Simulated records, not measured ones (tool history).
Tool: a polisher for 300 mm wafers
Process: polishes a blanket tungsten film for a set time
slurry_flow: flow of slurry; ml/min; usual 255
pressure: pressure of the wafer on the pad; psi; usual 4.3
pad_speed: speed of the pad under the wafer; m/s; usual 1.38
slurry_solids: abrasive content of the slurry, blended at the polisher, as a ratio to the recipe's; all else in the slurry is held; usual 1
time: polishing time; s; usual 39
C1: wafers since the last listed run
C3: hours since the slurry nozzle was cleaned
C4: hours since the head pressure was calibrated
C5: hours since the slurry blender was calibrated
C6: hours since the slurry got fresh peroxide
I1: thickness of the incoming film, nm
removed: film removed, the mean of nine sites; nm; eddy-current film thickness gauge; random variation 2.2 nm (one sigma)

{"run": 1, "hour": 0.0, "slurry_flow": 255, "pressure": 4.3, "pad_speed": 1.38, "slurry_solids": 1, "time": 39, "C1": 0, "wafers polished on this pad": 358, "C3": 307.2, "C4": 658.3, "C5": 75.3, "C6": 79.8, "I1": 1489.1, "removed": 338.8}
{"run": 2, "hour": 34.3, "slurry_flow": 255, "pressure": 5.3, "pad_speed": 1.38, "slurry_solids": 1, "time": 39, "C1": 587, "wafers polished on this pad": 946, "C3": 341.5, "C4": 692.6, "C5": 109.6, "C6": 114.1, "I1": 1468.3, "removed": 410.7}
{"run": 3, "hour": 64.2, "slurry_flow": 255, "pressure": 5.3, "pad_speed": 1.38, "slurry_solids": 1, "time": 39, "C1": 512, "wafers polished on this pad": 1458, "C3": 371.4, "C4": 722.5, "C5": 139.5, "C6": 144, "I1": 1485.3, "removed": 407.3}
{"hour": 91.4, "done": "slurry tank refilled with fresh slurry and peroxide"}
{"hour": 132.7, "done": "worn pad replaced by a new one"}
{"run": 4, "hour": 158.1, "slurry_flow": 255, "pressure": 5.3, "pad_speed": 1.38, "slurry_solids": 1, "time": 39, "C1": 1522, "wafers polished on this pad": 434, "C3": 465.3, "C4": 816.4, "C5": 233.4, "C6": 66.7, "I1": 1496.1, "removed": 397.3}
{"hour": 209.5, "done": "slurry blender recalibrated"}
{"run": 5, "hour": 220.1, "slurry_flow": 255, "pressure": 4.3, "pad_speed": 1.38, "slurry_solids": 1, "time": 39, "C1": 1027, "wafers polished on this pad": 1462, "C3": 527.3, "C4": 878.4, "C5": 10.6, "C6": 128.7, "I1": 1484.4, "removed": 344.6}
{"run": 6, "hour": 246.2, "slurry_flow": 255, "pressure": 4.3, "pad_speed": 1.38, "slurry_solids": 1, "time": 39, "C1": 447, "wafers polished on this pad": 1909, "C3": 553.4, "C4": 904.5, "C5": 36.7, "C6": 154.8, "I1": 1506, "removed": 342.9}
{"hour": 253.9, "done": "slurry tank refilled with fresh slurry and peroxide"}
{"hour": 295.1, "done": "worn pad replaced by a new one"}
{"run": 7, "hour": 298.1, "slurry_flow": 255, "pressure": 4.3, "pad_speed": 1.38, "slurry_solids": 1, "time": 39, "C1": 803, "wafers polished on this pad": 51, "C3": 605.3, "C4": 956.4, "C5": 88.6, "C6": 44.2, "I1": 1509.8, "removed": 333.9}
{"run": 8, "hour": 351.9, "slurry_flow": 255, "pressure": 4.3, "pad_speed": 1.38, "slurry_solids": 1, "time": 46, "C1": 921, "wafers polished on this pad": 972, "C3": 659.1, "C4": 1010.2, "C5": 142.4, "C6": 98, "I1": 1506.8, "removed": 390.1}
{"hour": 379.9, "done": "slurry nozzle cleaned"}
{"run": 9, "hour": 380.9, "slurry_flow": 170, "pressure": 4.3, "pad_speed": 1.38, "slurry_solids": 0.9, "time": 45, "C1": 479, "wafers polished on this pad": 1452, "C3": 1, "C4": 1039.2, "C5": 171.4, "C6": 127, "I1": 1473.1, "removed": 347.9}
{"hour": 412.3, "done": "slurry tank refilled with fresh slurry and peroxide"}
{"hour": 437.0, "done": "worn pad replaced by a new one"}
{"run": 10, "hour": 440.5, "slurry_flow": 255, "pressure": 4.3, "pad_speed": 1.38, "slurry_solids": 0.7, "time": 50, "C1": 935, "wafers polished on this pad": 59, "C3": 60.6, "C4": 1098.8, "C5": 231, "C6": 28.2, "I1": 1501.8, "removed": 385}
{"hour": 469.9, "done": "slurry blender recalibrated"}
{"hour": 484.7, "done": "head pressure recalibrated"}
{"run": 11, "hour": 494.6, "slurry_flow": 255, "pressure": 4.3, "pad_speed": 1.38, "slurry_solids": 1, "time": 39, "C1": 858, "wafers polished on this pad": 918, "C3": 114.7, "C4": 9.9, "C5": 24.7, "C6": 82.3, "I1": 1494.1, "removed": 343.8}
{"run": 12, "hour": 521.5, "slurry_flow": 185, "pressure": 5.1, "pad_speed": 1.38, "slurry_solids": 1, "time": 39, "C1": 460, "wafers polished on this pad": 1378, "C3": 141.6, "C4": 36.8, "C5": 51.6, "C6": 109.2, "I1": 1472.9, "removed": 391.9}
{"hour": 568.0, "done": "slurry tank refilled with fresh slurry and peroxide"}
{"run": 13, "hour": 579.1, "slurry_flow": 255, "pressure": 5.3, "pad_speed": 1.38, "slurry_solids": 1, "time": 39, "C1": 969, "wafers polished on this pad": 2348, "C3": 199.2, "C4": 94.4, "C5": 109.2, "C6": 11.1, "I1": 1465.3, "removed": 415.4}
{"hour": 611.3, "done": "worn pad replaced by a new one"}
{"run": 14, "hour": 640.5, "slurry_flow": 255, "pressure": 4.3, "pad_speed": 1.1, "slurry_solids": 0.7, "time": 39, "C1": 983, "wafers polished on this pad": 499, "C3": 260.6, "C4": 155.8, "C5": 170.6, "C6": 72.5, "I1": 1484.4, "removed": 242.7}
{"run": 15, "hour": 676.9, "slurry_flow": 285, "pressure": 3.4, "pad_speed": 1.38, "slurry_solids": 1, "time": 39, "C1": 623, "wafers polished on this pad": 1123, "C3": 297, "C4": 192.2, "C5": 207, "C6": 108.9, "I1": 1494.6, "removed": 260.9}
{"hour": 709.0, "done": "slurry blender recalibrated"}
{"run": 16, "hour": 730.5, "slurry_flow": 180, "pressure": 5.4, "pad_speed": 1.38, "slurry_solids": 1.1, "time": 46, "C1": 883, "wafers polished on this pad": 2007, "C3": 350.6, "C4": 245.8, "C5": 21.5, "C6": 162.5, "I1": 1477.6, "removed": 490}
{"hour": 737.8, "done": "slurry tank refilled with fresh slurry and peroxide"}
{"hour": 788.4, "done": "worn pad replaced by a new one"}
{"run": 17, "hour": 793.4, "slurry_flow": 255, "pressure": 4.3, "pad_speed": 1.12, "slurry_solids": 0.85, "time": 30, "C1": 991, "wafers polished on this pad": 84, "C3": 413.5, "C4": 308.7, "C5": 84.4, "C6": 55.6, "I1": 1488.5, "removed": 199.3}

Forecast each of these 3 alternatives for the next run:
{"run": "A", "hour": 793.8, "slurry_flow": 255, "pressure": 4.3, "pad_speed": 1.38, "slurry_solids": 1, "time": 39, "C1": 6, "wafers polished on this pad": 91, "C3": 413.9, "C4": 309.1, "C5": 84.8, "C6": 56, "I1": 1509.6, "removed": "?"}
{"run": "B", "hour": 793.8, "slurry_flow": 255, "pressure": 4.3, "pad_speed": 1.6, "slurry_solids": 1, "time": 39, "C1": 6, "wafers polished on this pad": 91, "C3": 413.9, "C4": 309.1, "C5": 84.8, "C6": 56, "I1": 1509.6, "removed": "?"}
{"run": "C", "hour": 793.8, "slurry_flow": 255, "pressure": 4.3, "pad_speed": 1, "slurry_solids": 1, "time": 39, "C1": 6, "wafers polished on this pad": 91, "C3": 413.9, "C4": 309.1, "C5": 84.8, "C6": 56, "I1": 1509.6, "removed": "?"}

run=A removed=335.4
run=B removed=388.9
run=C removed=243.1
Without the tool's hidden state the same runs would have given:
run=A removed=346.8
run=B removed=402.1
run=C removed=251.3

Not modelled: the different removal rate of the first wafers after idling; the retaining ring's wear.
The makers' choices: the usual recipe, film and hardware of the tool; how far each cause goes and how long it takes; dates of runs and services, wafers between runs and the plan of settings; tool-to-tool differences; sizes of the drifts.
